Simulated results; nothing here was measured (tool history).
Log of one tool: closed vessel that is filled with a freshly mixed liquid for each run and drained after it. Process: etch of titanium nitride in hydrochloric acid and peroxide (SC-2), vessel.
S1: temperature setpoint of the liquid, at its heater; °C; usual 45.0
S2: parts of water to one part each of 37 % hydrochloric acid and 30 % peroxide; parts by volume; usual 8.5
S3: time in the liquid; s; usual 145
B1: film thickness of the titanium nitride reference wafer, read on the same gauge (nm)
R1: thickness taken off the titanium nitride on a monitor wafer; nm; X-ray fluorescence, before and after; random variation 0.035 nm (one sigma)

run	hour	S1	S2	S3	B1	R1
1	0.0	45.0	6.5	145	71.635	5.345
# hour 6.9: thermometer replaced
2	63.8	45.0	8.5	110	71.795	3.208
3	111.0	45.0	8.5	110	71.874	3.204
4	343.9	45.0	10.5	145	72.438	3.569
5	431.7	45.0	10.5	145	72.643	3.591
# hour 473.7: chemicals flow meter replaced
6	478.7	45.0	7.5	145	72.757	4.782
7	528.5	45.0	7.5	145	72.855	4.816
8	572.5	45.0	8.5	205	72.991	6.164
# hour 638.8: thermometer replaced
9	644.7	45.0	8.5	205	73.143	6.136
10	735.7	45.0	8.5	205	73.365	6.187
# hour 747.0: gauge calibrated
11	776.3	45.0	8.5	145	69.826	4.174
12	839.1	42.0	12.5	95	70.007	1.597
13	922.2	49.5	4.5	200	70.193	12.717
14	967.4	42.0	10.5	220	70.319	4.336
15	1010.8	45.0	8.5	190	70.389	5.472
16	1060.5	37.0	8.5	115	70.518	1.932
# hour 1139.6: new drum of peroxide connected
# hour 1141.1: thermometer replaced
17	1141.6	54.0	5.0	75	70.741	6.003
18	1194.1	45.0	8.5	145	70.841	4.229
19	1267.9	45.0	9.5	145	70.997	3.863
20	1347.2	36.0	10.0	145	71.192	1.934
21	1388.6	36.5	8.5	145	71.320	2.278
22	1442.8	45.0	8.5	190	71.429	5.512
23	1546.7	45.0	6.0	170	71.672	6.543

Forecast each of these 4 alternatives for the next run:
A	1547.4	47.5	8.5	145	?	?
B	1547.4	51.0	8.5	145	?	?
C	1547.4	48.5	7.5	65	?	?
D	1547.4	45.0	11.5	200	?	?

run	B1	R1
A	71.673	5.083
B	71.673	6.426
C	71.673	2.694
D	71.673	4.598
Without the tool's hidden state the same runs would have given:
run	R1
A	4.965
B	6.276
C	2.632
D	4.491
